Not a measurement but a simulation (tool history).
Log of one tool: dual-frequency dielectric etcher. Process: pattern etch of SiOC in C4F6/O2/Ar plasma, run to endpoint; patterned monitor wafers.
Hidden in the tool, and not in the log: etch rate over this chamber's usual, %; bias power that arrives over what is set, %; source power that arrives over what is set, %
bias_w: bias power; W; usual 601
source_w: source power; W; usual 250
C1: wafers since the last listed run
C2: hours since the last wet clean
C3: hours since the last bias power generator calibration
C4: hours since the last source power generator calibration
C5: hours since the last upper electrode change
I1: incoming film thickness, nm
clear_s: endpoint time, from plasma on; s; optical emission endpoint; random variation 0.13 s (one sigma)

run 1 day=0.000 | bias_w=601 source_w=230 | C1=0 C2=147.3 C3=1982.3 C4=2126.1 C5=5551.6 | I1=38.12 | clear_s=15.6
run 2 day=0.642 | bias_w=601 source_w=250 | C1=240 C2=162.7 C3=1997.7 C4=2141.5 C5=5567.0 | I1=39.11 | clear_s=15.2
run 3 day=1.492 | bias_w=601 source_w=250 | C1=319 C2=183.1 C3=2018.1 C4=2161.9 C5=5587.4 | I1=38.38 | clear_s=14.6
run 4 day=2.675 | bias_w=660 source_w=250 | C1=444 C2=211.5 C3=2046.5 C4=2190.3 C5=5615.8 | I1=38.42 | clear_s=13.9
run 5 day=3.600 | bias_w=660 source_w=250 | C1=347 C2=233.7 C3=2068.7 C4=2212.5 C5=5638.0 | I1=38.35 | clear_s=14.0
run 6 day=4.675 | bias_w=660 source_w=250 | C1=403 C2=259.5 C3=2094.5 C4=2238.3 C5=5663.8 | I1=38.69 | clear_s=13.9
-- day=8.488 wet clean of the chamber
run 7 day=8.508 | bias_w=601 source_w=250 | C1=1063 C2=0.5 C3=2186.5 C4=2330.3 C5=5755.8 | I1=38.36 | clear_s=15.0
run 8 day=8.650 | bias_w=601 source_w=250 | C1=53 C2=3.9 C3=2189.9 C4=2333.7 C5=5759.2 | I1=38.55 | clear_s=15.3
run 9 day=9.571 | bias_w=601 source_w=250 | C1=345 C2=26.0 C3=2212.0 C4=2355.8 C5=5781.3 | I1=38.51 | clear_s=15.1
run 10 day=10.475 | bias_w=601 source_w=250 | C1=339 C2=47.7 C3=2233.7 C4=2377.5 C5=5803.0 | I1=38.55 | clear_s=14.8
run 11 day=11.400 | bias_w=601 source_w=250 | C1=347 C2=69.9 C3=2255.9 C4=2399.7 C5=5825.2 | I1=38.24 | clear_s=14.9
run 12 day=12.275 | bias_w=601 source_w=250 | C1=328 C2=90.9 C3=2276.9 C4=2420.7 C5=5846.2 | I1=38.95 | clear_s=15.1
-- day=13.333 bias power generator calibrated
run 13 day=13.592 | bias_w=601 source_w=250 | C1=431 C2=122.5 C3=6.2 C4=2452.3 C5=5877.8 | I1=38.61 | clear_s=14.8
run 14 day=14.846 | bias_w=601 source_w=250 | C1=470 C2=152.6 C3=36.3 C4=2482.4 C5=5907.9 | I1=38.34 | clear_s=14.6
run 15 day=15.892 | bias_w=601 source_w=250 | C1=392 C2=177.7 C3=61.4 C4=2507.5 C5=5933.0 | I1=38.65 | clear_s=14.8
run 16 day=16.554 | bias_w=601 source_w=250 | C1=248 C2=193.6 C3=77.3 C4=2523.4 C5=5948.9 | I1=38.05 | clear_s=14.5
run 17 day=17.700 | bias_w=601 source_w=250 | C1=430 C2=221.1 C3=104.8 C4=2550.9 C5=5976.4 | I1=38.02 | clear_s=14.5
-- day=17.933 source power generator calibrated
run 18 day=19.067 | bias_w=653 source_w=250 | C1=450 C2=253.9 C3=137.6 C4=27.2 C5=6009.2 | I1=38.83 | clear_s=13.8
run 19 day=20.217 | bias_w=639 source_w=310 | C1=431 C2=281.5 C3=165.2 C4=54.8 C5=6036.8 | I1=38.46 | clear_s=12.5
run 20 day=21.671 | bias_w=639 source_w=310 | C1=545 C2=316.4 C3=200.1 C4=89.7 C5=6071.7 | I1=38.50 | clear_s=12.4

Run 21 comes next. What will it give?
run 21 day=23.083 | bias_w=547 source_w=280 | C1=530 C2=350.3 C3=234.0 C4=123.6 C5=6105.6 | I1=38.37 | clear_s=?

Run 21 gave clear_s 14.0 s.
Without the tool's hidden state the same run would have given clear_s 14.9 s.
